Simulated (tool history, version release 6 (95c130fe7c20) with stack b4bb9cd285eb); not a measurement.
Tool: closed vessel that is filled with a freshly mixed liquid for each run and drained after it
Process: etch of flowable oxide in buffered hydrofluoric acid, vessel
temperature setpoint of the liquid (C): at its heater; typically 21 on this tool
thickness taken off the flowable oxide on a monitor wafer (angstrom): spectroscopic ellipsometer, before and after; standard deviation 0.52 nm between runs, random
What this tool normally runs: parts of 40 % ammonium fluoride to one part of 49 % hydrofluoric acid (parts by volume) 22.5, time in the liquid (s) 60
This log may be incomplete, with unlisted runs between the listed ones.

run,hour,temperature setpoint of the liquid (C),parts of 40 % ammonium fluoride to one part of 49 % hydrofluoric acid (parts by volume),time in the liquid (s),wafers since the last listed run,hours since the thermometer was replaced,hours since the hydrofluoric acid flow meter was replaced,hours since the gauge calibration,"read-back film thickness of the flowable oxide reference wafer, read on the same gauge (nm)",thickness taken off the flowable oxide on a monitor wafer (angstrom)
1,0,22.5,16,60,0,2525.5,491,206.8,39.98,1053
2,54.4,22.5,16,60,3595,2579.9,545.4,261.2,39.97,1061.1
3,70.1,22.5,16,60,1037,2595.6,561.1,276.9,40.02,1069.1
4,94.1,21,16,60,1586,2619.6,585.1,300.9,40.01,984.6
5,127.4,21,29,60,2201,2652.9,618.4,334.2,39.99,606.5
6,156.2,21,29,60,1903,2681.7,647.2,363,40,613
7,185.6,21,27.5,60,1943,2711.1,676.6,392.4,40.01,628.3
8,219.1,21,22.5,60,2214,2744.6,710.1,425.9,40.02,725.2
9,239.8,21,22.5,60,1368,2765.3,730.8,446.6,40.01,717.4
10,266.6,21,22.5,60,1771,2792.1,757.6,473.4,39.98,718
# hour 270: thermometer replaced
# hour 283.8: hydrofluoric acid flow meter replaced
11,330.5,21,22.5,40,4091,60.5,46.7,537.3,40.01,459.7
# hour 331.6: gauge calibrated
12,418.2,19.5,19.5,85,5796,148.2,134.4,86.6,39.98,1012.5
13,437.6,21,22.5,60,1282,167.6,153.8,106,40,702.3
14,470.9,23,19.5,50,2201,200.9,187.1,139.3,40.03,736.5
15,503.7,23,22.5,35,2168,233.7,219.9,172.1,39.98,458.5
16,521.5,21,22.5,60,1176,251.5,237.7,189.9,40.01,703.1
17,541.2,19.5,16.5,30,1302,271.2,257.4,209.6,40,423.2
18,566.5,21,16.5,90,1672,296.5,282.7,234.9,40,1391.7
19,579.8,23,19.5,50,879,309.8,296,248.2,40,737.3
20,596.9,23.5,29.5,60,1130,326.9,313.1,265.3,40.01,671.8

Run by run, hidden condition taken away, random variation retained:
Hidden state at play: liquid colder than its thermometer reads (K); hydrofluoric acid flow above the setpoint (%); gauge reads high (%).
run,thickness taken off the flowable oxide on a monitor wafer (angstrom)
1,995.1
2,996.8
3,1002.7
4,921.1
5,577.4
6,582.3
7,595.5
8,685.8
9,677.3
10,676.5
11,454.5
12,986.6
13,688.7
14,713.5
15,447.3
16,685
17,406.9
18,1334.4
19,705.8
20,650.8
